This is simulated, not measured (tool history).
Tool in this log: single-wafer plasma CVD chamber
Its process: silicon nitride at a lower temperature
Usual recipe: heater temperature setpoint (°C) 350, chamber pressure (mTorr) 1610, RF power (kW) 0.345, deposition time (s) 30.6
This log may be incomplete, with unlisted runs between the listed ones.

run,hour,heater temperature setpoint (°C),chamber pressure (mTorr),RF power (kW),deposition time (s),wafers since the last listed run,hours since the last thermocouple change,hours since the last RF generator calibration,hours since the last manometer calibration,hours since the showerhead was replaced,hours since the gauge calibration,"read-back reference wafer on the same gauge, thickness_nm",mean film thickness on the monitor wafer (nm)
1,0.0,350,1610,0.345,30.6,0,2122.2,715.7,906.6,5576.0,369.3,41.467,41.758
# hour 22.1: capacitance manometer re-zeroed and calibrated
2,61.0,350,1610,0.345,30.6,861,2183.2,776.7,38.9,5637.0,430.3,41.539,41.888
3,124.1,350,1610,0.345,30.6,1025,2246.3,839.8,102.0,5700.1,493.4,41.623,41.899
4,195.6,357,1610,0.345,33.5,1161,2317.8,911.3,173.5,5771.6,564.9,41.686,46.106
5,241.7,350,1800,0.345,30.6,749,2363.9,957.4,219.6,5817.7,611.0,41.761,43.354
6,312.0,350,1800,0.345,30.6,1142,2434.2,1027.7,289.9,5888.0,681.3,41.865,43.537
7,380.4,362,1610,0.375,30.6,1111,2502.6,1096.1,358.3,5956.4,749.7,42.013,44.397
8,448.0,362,1610,0.375,30.6,1098,2570.2,1163.7,425.9,6024.0,817.3,42.115,44.335
9,473.2,362,1610,0.375,30.6,409,2595.4,1188.9,451.1,6049.2,842.5,42.153,44.421
# hour 503.1: gauge calibrated
10,530.2,350,1610,0.345,34.9,926,2652.4,1245.9,508.1,6106.2,27.1,41.410,47.643
# hour 567.7: thermocouple changed; heater temperature recalibrated
11,574.2,350,1610,0.345,34.9,585,6.5,1289.9,552.1,6150.2,71.1,41.406,47.724
# hour 586.2: RF generator calibrated
12,609.3,350,1610,0.380,28.8,440,41.6,23.1,587.2,6185.3,106.2,41.466,41.492
13,675.8,350,1360,0.320,30.6,1080,108.1,89.6,653.7,6251.8,172.7,41.448,38.449
14,700.4,361,1360,0.305,25.3,399,132.7,114.2,678.3,6276.4,197.3,41.444,30.812
# hour 727.1: showerhead replaced
15,752.3,350,1610,0.345,30.6,713,184.6,166.1,730.2,25.2,249.2,41.485,41.617
16,801.8,338,1610,0.345,30.6,804,234.1,215.6,779.7,74.7,298.7,41.502,41.951
17,834.4,350,1610,0.295,30.6,529,266.7,248.2,812.3,107.3,331.3,41.541,38.364
18,865.6,357,1510,0.315,25.4,507,297.9,279.4,843.5,138.5,362.5,41.573,32.368
19,933.9,350,1610,0.345,30.6,1109,366.2,347.7,911.8,206.8,430.8,41.659,42.102
# hour 957.6: capacitance manometer re-zeroed and calibrated
20,992.7,337,1920,0.345,28.5,825,425.0,406.5,35.1,265.6,489.6,41.714,41.313
21,1070.6,342,1610,0.345,28.1,1265,502.9,484.4,113.0,343.5,567.5,41.802,38.858
22,1109.6,362,1300,0.325,33.1,633,541.9,523.4,152.0,382.5,606.5,41.844,41.848
23,1144.4,350,1950,0.345,24.6,565,576.7,558.2,186.8,417.3,641.3,41.894,35.768
24,1209.0,350,1250,0.375,35.1,1049,641.3,622.8,251.4,481.9,705.9,42.029,47.546
25,1264.1,350,1610,0.345,30.6,895,696.4,677.9,306.5,537.0,761.0,42.118,42.652
26,1293.0,350,1610,0.345,26.5,469,725.3,706.8,335.4,565.9,789.9,42.159,36.852

Forecast each of these 4 alternatives for the next run:
A,1293.4,350,1610,0.405,30.6,6,725.7,707.2,335.8,566.3,790.3,?,?
B,1293.4,350,1610,0.325,25.9,6,725.7,707.2,335.8,566.3,790.3,?,?
C,1293.4,342,1610,0.345,26.1,6,725.7,707.2,335.8,566.3,790.3,?,?
D,1293.4,362,1610,0.345,30.6,6,725.7,707.2,335.8,566.3,790.3,?,?

run,"read-back reference wafer on the same gauge, thickness_nm",mean film thickness on the monitor wafer (nm)
A,42.159,46.610
B,42.159,34.990
C,42.159,36.533
D,42.159,42.500
With the hidden condition removed and each run's random variation left untouched, the same runs would have given:
run,mean film thickness on the monitor wafer (nm)
A,45.750
B,34.344
C,35.859
D,41.716
